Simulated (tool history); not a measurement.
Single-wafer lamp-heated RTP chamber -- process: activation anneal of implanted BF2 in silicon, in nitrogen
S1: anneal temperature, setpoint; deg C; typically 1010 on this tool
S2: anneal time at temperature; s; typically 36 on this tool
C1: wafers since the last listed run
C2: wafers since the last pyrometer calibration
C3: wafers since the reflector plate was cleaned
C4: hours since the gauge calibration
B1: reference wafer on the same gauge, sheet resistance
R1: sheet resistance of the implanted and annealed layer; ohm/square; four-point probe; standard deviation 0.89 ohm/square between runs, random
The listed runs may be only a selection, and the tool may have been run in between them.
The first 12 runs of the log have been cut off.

{"run": 13, "hour": 336.0, "S1": 986, "S2": 36, "C1": 264, "C2": 1808, "C3": 2645, "C4": 1221.4, "B1": 566.57, "R1": 587.29}
{"run": 14, "hour": 356.3, "S1": 1010, "S2": 49, "C1": 201, "C2": 2010, "C3": 2847, "C4": 1241.7, "B1": 566.34, "R1": 579.2}
{"run": 15, "hour": 376.3, "S1": 1000, "S2": 27, "C1": 198, "C2": 2209, "C3": 3046, "C4": 1261.7, "B1": 566.23, "R1": 586.56}
{"run": 16, "hour": 395.9, "S1": 993, "S2": 36, "C1": 194, "C2": 2404, "C3": 3241, "C4": 1281.3, "B1": 565.74, "R1": 584.75}
{"run": 17, "hour": 410.8, "S1": 989, "S2": 36, "C1": 148, "C2": 2552, "C3": 3389, "C4": 1296.2, "B1": 566.0, "R1": 586.57}
{"hour": 436.5, "done": "pyrometer window cleaned and pyrometer calibrated"}
{"run": 18, "hour": 437.0, "S1": 1010, "S2": 36, "C1": 181, "C2": 5, "C3": 3570, "C4": 1322.4, "B1": 566.06, "R1": 583.14}
{"run": 19, "hour": 465.7, "S1": 1034, "S2": 28, "C1": 285, "C2": 290, "C3": 3856, "C4": 1351.1, "B1": 566.01, "R1": 579.12}
{"run": 20, "hour": 478.0, "S1": 1010, "S2": 36, "C1": 122, "C2": 413, "C3": 3978, "C4": 1363.4, "B1": 565.56, "R1": 582.64}
{"run": 21, "hour": 502.0, "S1": 1010, "S2": 18, "C1": 238, "C2": 652, "C3": 4217, "C4": 1387.4, "B1": 565.46, "R1": 586.66}
{"run": 22, "hour": 528.0, "S1": 1010, "S2": 36, "C1": 258, "C2": 910, "C3": 4476, "C4": 1413.4, "B1": 565.1, "R1": 581.71}
{"run": 23, "hour": 541.4, "S1": 1028, "S2": 16, "C1": 133, "C2": 1043, "C3": 4609, "C4": 1426.8, "B1": 565.03, "R1": 583.95}
{"run": 24, "hour": 555.6, "S1": 1010, "S2": 36, "C1": 141, "C2": 1185, "C3": 4750, "C4": 1441.0, "B1": 564.94, "R1": 581.67}
{"run": 25, "hour": 588.1, "S1": 991, "S2": 36, "C1": 323, "C2": 1508, "C3": 5074, "C4": 1473.5, "B1": 564.75, "R1": 584.09}
{"hour": 656.1, "done": "reflector plate cleaned"}
{"hour": 678.9, "done": "gauge calibrated"}
{"hour": 681.7, "done": "pyrometer window cleaned and pyrometer calibrated"}
{"run": 26, "hour": 690.0, "S1": 1010, "S2": 36, "C1": 854, "C2": 82, "C3": 257, "C4": 11.1, "B1": 576.83, "R1": 593.02}
{"run": 27, "hour": 716.0, "S1": 1010, "S2": 36, "C1": 258, "C2": 341, "C3": 516, "C4": 37.1, "B1": 576.51, "R1": 591.79}
{"run": 28, "hour": 735.4, "S1": 1010, "S2": 55, "C1": 192, "C2": 534, "C3": 709, "C4": 56.5, "B1": 576.22, "R1": 587.93}
{"run": 29, "hour": 757.2, "S1": 1010, "S2": 36, "C1": 216, "C2": 751, "C3": 926, "C4": 78.3, "B1": 576.05, "R1": 593.44}
{"run": 30, "hour": 846.8, "S1": 992, "S2": 57, "C1": 891, "C2": 1642, "C3": 1817, "C4": 167.9, "B1": 575.41, "R1": 591.91}
{"run": 31, "hour": 859.1, "S1": 1020, "S2": 36, "C1": 122, "C2": 1764, "C3": 1939, "C4": 180.2, "B1": 575.14, "R1": 590.0}
{"run": 32, "hour": 891.2, "S1": 1022, "S2": 56, "C1": 319, "C2": 2084, "C3": 2259, "C4": 212.3, "B1": 574.97, "R1": 585.21}
{"run": 33, "hour": 906.5, "S1": 1010, "S2": 36, "C1": 152, "C2": 2236, "C3": 2411, "C4": 227.6, "B1": 575.03, "R1": 592.75}
{"run": 34, "hour": 940.0, "S1": 1010, "S2": 19, "C1": 333, "C2": 2569, "C3": 2744, "C4": 261.1, "B1": 574.81, "R1": 594.87}
{"hour": 960.0, "done": "pyrometer window cleaned and pyrometer calibrated"}
{"run": 35, "hour": 970.2, "S1": 1033, "S2": 42, "C1": 220, "C2": 101, "C3": 2965, "C4": 291.3, "B1": 574.73, "R1": 584.41}

5 options for the next run, each taken on its own from the tool as it stands now. Forecast them:
{"run": "A", "hour": 970.6, "S1": 1010, "S2": 36, "C1": 3, "C2": 105, "C3": 2969, "C4": 291.7, "B1": "?", "R1": "?"}
{"run": "B", "hour": 970.6, "S1": 992, "S2": 16, "C1": 3, "C2": 105, "C3": 2969, "C4": 291.7, "B1": "?", "R1": "?"}
{"run": "C", "hour": 970.6, "S1": 1037, "S2": 48, "C1": 3, "C2": 105, "C3": 2969, "C4": 291.7, "B1": "?", "R1": "?"}
{"run": "D", "hour": 970.6, "S1": 1010, "S2": 48, "C1": 3, "C2": 105, "C3": 2969, "C4": 291.7, "B1": "?", "R1": "?"}
{"run": "E", "hour": 970.6, "S1": 1020, "S2": 19, "C1": 3, "C2": 105, "C3": 2969, "C4": 291.7, "B1": "?", "R1": "?"}

run=A B1=574.73 R1=589.46
run=B B1=574.73 R1=598.11
run=C B1=574.73 R1=580.75
run=D B1=574.73 R1=586.84
run=E B1=574.73 R1=592.74
The same runs, with their run-to-run variation unchanged, on a tool lacking any hidden condition would have given:
run=A R1=589.93
run=B R1=598.60
run=C R1=581.22
run=D R1=587.31
run=E R1=593.22

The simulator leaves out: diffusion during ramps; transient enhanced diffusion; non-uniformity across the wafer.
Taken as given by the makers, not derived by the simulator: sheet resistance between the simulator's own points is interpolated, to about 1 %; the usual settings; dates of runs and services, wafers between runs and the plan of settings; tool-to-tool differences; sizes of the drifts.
